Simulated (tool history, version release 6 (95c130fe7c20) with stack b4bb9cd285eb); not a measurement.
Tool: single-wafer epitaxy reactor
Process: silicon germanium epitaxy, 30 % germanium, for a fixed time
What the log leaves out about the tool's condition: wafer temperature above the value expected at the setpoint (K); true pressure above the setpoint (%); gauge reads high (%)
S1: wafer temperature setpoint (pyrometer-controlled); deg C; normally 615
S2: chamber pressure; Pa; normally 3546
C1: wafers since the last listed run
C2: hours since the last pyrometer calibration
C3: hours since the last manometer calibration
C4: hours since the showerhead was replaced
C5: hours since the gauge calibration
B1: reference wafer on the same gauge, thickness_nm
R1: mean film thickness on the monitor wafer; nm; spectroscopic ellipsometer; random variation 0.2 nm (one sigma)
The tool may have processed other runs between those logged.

Run 1, hour 0.0: usual settings but S1 608 deg C, S2 3733 Pa; C1 0; C2 1490.9; C3 539.5; C4 3263.9; C5 1344.8; B1 85.832. Result: R1 80.471 nm.
Run 2, hour 32.8: usual settings but S1 608 deg C, S2 3733 Pa; C1 580; C2 1523.7; C3 572.3; C4 3296.7; C5 1377.6; B1 85.791. Result: R1 80.540 nm.
Run 3, hour 90.6: usual settings but S1 622 deg C; C1 1022; C2 1581.5; C3 630.1; C4 3354.5; C5 1435.4; B1 85.808. Result: R1 99.496 nm.
Run 4, hour 292.4: usual settings but S1 622 deg C; C1 3570; C2 1783.3; C3 831.9; C4 3556.3; C5 1637.2; B1 85.804. Result: R1 99.270 nm.
Run 5, hour 327.1: usual settings; C1 613; C2 1818.0; C3 866.6; C4 3591.0; C5 1671.9; B1 85.800. Result: R1 88.228 nm.
Run 6, hour 362.5: usual settings; C1 626; C2 1853.4; C3 902.0; C4 3626.4; C5 1707.3; B1 85.792. Result: R1 88.709 nm.
Run 7, hour 428.5: usual settings but S2 3346 Pa; C1 1167; C2 1919.4; C3 968.0; C4 3692.4; C5 1773.3; B1 85.788. Result: R1 86.568 nm.
Run 8, hour 496.1: usual settings but S2 3346 Pa; C1 1196; C2 1987.0; C3 1035.6; C4 3760.0; C5 1840.9; B1 85.767. Result: R1 86.691 nm.
Run 9, hour 536.9: usual settings but S1 620 deg C, S2 3746 Pa; C1 721; C2 2027.8; C3 1076.4; C4 3800.8; C5 1881.7; B1 85.799. Result: R1 97.771 nm.
Run 10, hour 591.5: usual settings but S1 625 deg C; C1 966; C2 2082.4; C3 1131.0; C4 3855.4; C5 1936.3; B1 85.790. Result: R1 103.804 nm.
Run 11, hour 619.1: usual settings but S1 625 deg C; C1 488; C2 2110.0; C3 1158.6; C4 3883.0; C5 1963.9; B1 85.787. Result: R1 103.867 nm.
Run 12, hour 661.9: usual settings but S2 4146 Pa; C1 757; C2 2152.8; C3 1201.4; C4 3925.8; C5 2006.7; B1 85.807. Result: R1 93.061 nm.
Run 13, hour 720.6: usual settings but S2 4146 Pa; C1 1038; C2 2211.5; C3 1260.1; C4 3984.5; C5 2065.4; B1 85.796. Result: R1 92.759 nm.
At hour 745.6: showerhead replaced.
Run 14, hour 768.6: usual settings but S2 4146 Pa; C1 707; C2 2259.5; C3 1308.1; C4 23.0; C5 2113.4; B1 85.816. Result: R1 92.530 nm.
At hour 808.8: gauge calibrated.
Run 15, hour 827.3: usual settings but S1 610 deg C; C1 1038; C2 2318.2; C3 1366.8; C4 81.7; C5 18.5; B1 85.773. Result: R1 80.728 nm.
Run 16, hour 883.5: usual settings but S1 610 deg C; C1 994; C2 2374.4; C3 1423.0; C4 137.9; C5 74.7; B1 85.827. Result: R1 80.683 nm.
Run 17, hour 923.0: usual settings but S1 610 deg C; C1 698; C2 2413.9; C3 1462.5; C4 177.4; C5 114.2; B1 85.816. Result: R1 80.815 nm.
Run 18, hour 978.4: usual settings; C1 980; C2 2469.3; C3 1517.9; C4 232.8; C5 169.6; B1 85.809. Result: R1 87.354 nm.
Run 19, hour 1015.8: usual settings but S2 3040 Pa; C1 661; C2 2506.7; C3 1555.3; C4 270.2; C5 207.0; B1 85.820. Result: R1 82.910 nm.
Run 20, hour 1054.3: usual settings; C1 681; C2 2545.2; C3 1593.8; C4 308.7; C5 245.5; B1 85.767. Result: R1 87.687 nm.
Run 21, hour 1093.6: usual settings but S1 606 deg C, S2 4346 Pa; C1 695; C2 2584.5; C3 1633.1; C4 348.0; C5 284.8; B1 85.827. Result: R1 80.979 nm.
Run 22, hour 1154.9: usual settings but S1 600 deg C, S2 4093 Pa; C1 1084; C2 2645.8; C3 1694.4; C4 409.3; C5 346.1; B1 85.778. Result: R1 71.557 nm.
At hour 1199.2: pyrometer calibrated.
Run 23, hour 1199.7: usual settings but S1 602 deg C; C1 651; C2 0.5; C3 1739.2; C4 454.1; C5 390.9; B1 85.811. Result: R1 72.181 nm.
Run 24, hour 1379.7: usual settings but S1 606 deg C, S2 3093 Pa; C1 3184; C2 180.5; C3 1919.2; C4 634.1; C5 570.9; B1 85.789. Result: R1 73.058 nm.
At hour 1413.8: capacitance manometer re-zeroed and calibrated.
Run 25, hour 1414.3: usual settings but S1 620 deg C, S2 3080 Pa; C1 470; C2 215.1; C3 0.5; C4 668.7; C5 605.5; B1 85.784. Result: R1 93.935 nm.
Run 26, hour 1447.3: usual settings but S2 2920 Pa; C1 583; C2 248.1; C3 33.5; C4 701.7; C5 638.5; B1 85.805. Result: R1 84.731 nm.
Run 27, hour 1479.0: usual settings but S2 2760 Pa; C1 560; C2 279.8; C3 65.2; C4 733.4; C5 670.2; B1 85.784. Result: R1 82.973 nm.
Run 28, hour 1530.4: usual settings but S1 623 deg C, S2 4306 Pa; C1 909; C2 331.2; C3 116.6; C4 784.8; C5 721.6; B1 85.765. Result: R1 110.267 nm.
Run 29, hour 1565.4: usual settings; C1 619; C2 366.2; C3 151.6; C4 819.8; C5 756.6; B1 85.806. Result: R1 90.391 nm.
Run 30, hour 1611.4: usual settings; C1 813; C2 412.2; C3 197.6; C4 865.8; C5 802.6; B1 85.765. Result: R1 90.132 nm.
Run 31, hour 1647.1: usual settings but S2 4013 Pa; C1 631; C2 447.9; C3 233.3; C4 901.5; C5 838.3; B1 85.761. Result: R1 93.869 nm.
Run 32, hour 1682.5: usual settings; C1 626; C2 483.3; C3 268.7; C4 936.9; C5 873.7; B1 85.779. Result: R1 89.951 nm.
Run 33, hour 1747.6: usual settings but S1 626 deg C, S2 4413 Pa; C1 1151; C2 548.4; C3 333.8; C4 1002.0; C5 938.8; B1 85.823. Result: R1 116.715 nm.

Predict the results of run 34:
Run 34, hour 1772.5: usual settings but S1 621 deg C, S2 3853 Pa; C1 440; C2 573.3; C3 358.7; C4 1026.9; C5 963.7; B1 ?. Result: R1 ?.

B1: 85.807
R1: 101.962 nm
Had the tool carried no hidden state, the very same run would have given R1 103.772 nm.

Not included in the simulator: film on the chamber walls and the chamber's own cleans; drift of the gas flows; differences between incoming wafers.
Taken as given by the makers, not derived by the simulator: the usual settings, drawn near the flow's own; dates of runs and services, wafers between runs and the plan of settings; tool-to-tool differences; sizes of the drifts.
